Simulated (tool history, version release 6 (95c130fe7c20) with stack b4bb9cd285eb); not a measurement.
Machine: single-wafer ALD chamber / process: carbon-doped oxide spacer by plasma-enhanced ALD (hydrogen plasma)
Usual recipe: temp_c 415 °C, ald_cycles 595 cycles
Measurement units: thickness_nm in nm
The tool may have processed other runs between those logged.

| run | hour | temp_c | ald_cycles | read-back reference wafer on the same gauge, thickness_nm | thickness_nm |
|---|---|---|---|---|---|
| 1 | 0 | 415 | 595 | 25.539 | 26.973 |
| 2 | 19 | 415 | 595 | 25.521 | 26.889 |
| 3 | 47.3 | 415 | 595 | 25.475 | 26.806 |
| 4 | 74.6 | 415 | 595 | 25.495 | 27.018 |
| 5 | 104.4 | 415 | 595 | 25.509 | 27.02 |
| 6 | 129.4 | 415 | 595 | 25.525 | 26.846 |
| 7 | 146.7 | 415 | 595 | 25.491 | 26.87 |
| 8 | 198.7 | 415 | 595 | 25.467 | 26.9 |
| 9 | 231.6 | 415 | 595 | 25.48 | 26.942 |
| 10 | 257.9 | 415 | 595 | 25.47 | 27.076 |
| 11 | 283.3 | 415 | 595 | 25.495 | 26.865 |
| 12 | 302.9 | 415 | 595 | 25.489 | 26.966 |
| 13 | 333.4 | 415 | 595 | 25.49 | 27.058 |
|  | 359.5 | gauge calibrated |
| 14 | 367.3 | 415 | 570 | 25.522 | 25.837 |
| 15 | 392 | 415 | 595 | 25.509 | 27.039 |
|  | 417.5 | thermocouple changed; heater temperature recalibrated |
| 16 | 418 | 415 | 595 | 25.52 | 26.87 |
| 17 | 436.4 | 415 | 595 | 25.493 | 26.984 |
| 18 | 471.8 | 415 | 529 | 25.495 | 23.951 |
| 19 | 495.1 | 419 | 489 | 25.522 | 21.881 |
| 20 | 530 | 415 | 530 | 25.52 | 23.904 |
| 21 | 564.3 | 404 | 695 | 25.496 | 32.405 |
| 22 | 599.9 | 427 | 595 | 25.487 | 26.024 |
| 23 | 629.9 | 415 | 595 | 25.504 | 26.916 |
| 24 | 655.6 | 427 | 556 | 25.514 | 24.348 |
| 25 | 668.5 | 415 | 595 | 25.515 | 26.944 |
| 26 | 695.3 | 409 | 696 | 25.498 | 32.192 |
| 27 | 726.8 | 415 | 518 | 25.487 | 23.527 |
| 28 | 750.9 | 415 | 561 | 25.48 | 25.432 |
| 29 | 782.7 | 404 | 627 | 25.509 | 29.321 |
| 30 | 868.7 | 427 | 641 | 25.52 | 28.06 |
| 31 | 899.8 | 408 | 645 | 25.51 | 29.757 |
| 32 | 983.1 | 415 | 595 | 25.499 | 26.935 |
| 33 | 997.2 | 405 | 595 | 25.483 | 27.613 |
| 34 | 1023.8 | 415 | 595 | 25.475 | 26.933 |
| 35 | 1053 | 421 | 595 | 25.525 | 26.452 |
| 36 | 1072.5 | 404 | 643 | 25.497 | 29.987 |

3 ways to go on from here, each from the tool as it stands after run 36. What would each give?
| A | 1073.8 | 415 | 595 | ? | ? |
| B | 1073.8 | 423 | 653 | ? | ? |
| C | 1073.8 | 422 | 510 | ? | ? |

| run | read-back reference wafer on the same gauge, thickness_nm | thickness_nm |
|---|---|---|
| A | 25.51 | 26.936 |
| B | 25.51 | 28.908 |
| C | 25.51 | 22.642 |
Without the tool's hidden state the same runs would have given:
| run | thickness_nm |
|---|---|
| A | 26.936 |
| B | 28.908 |
| C | 22.642 |
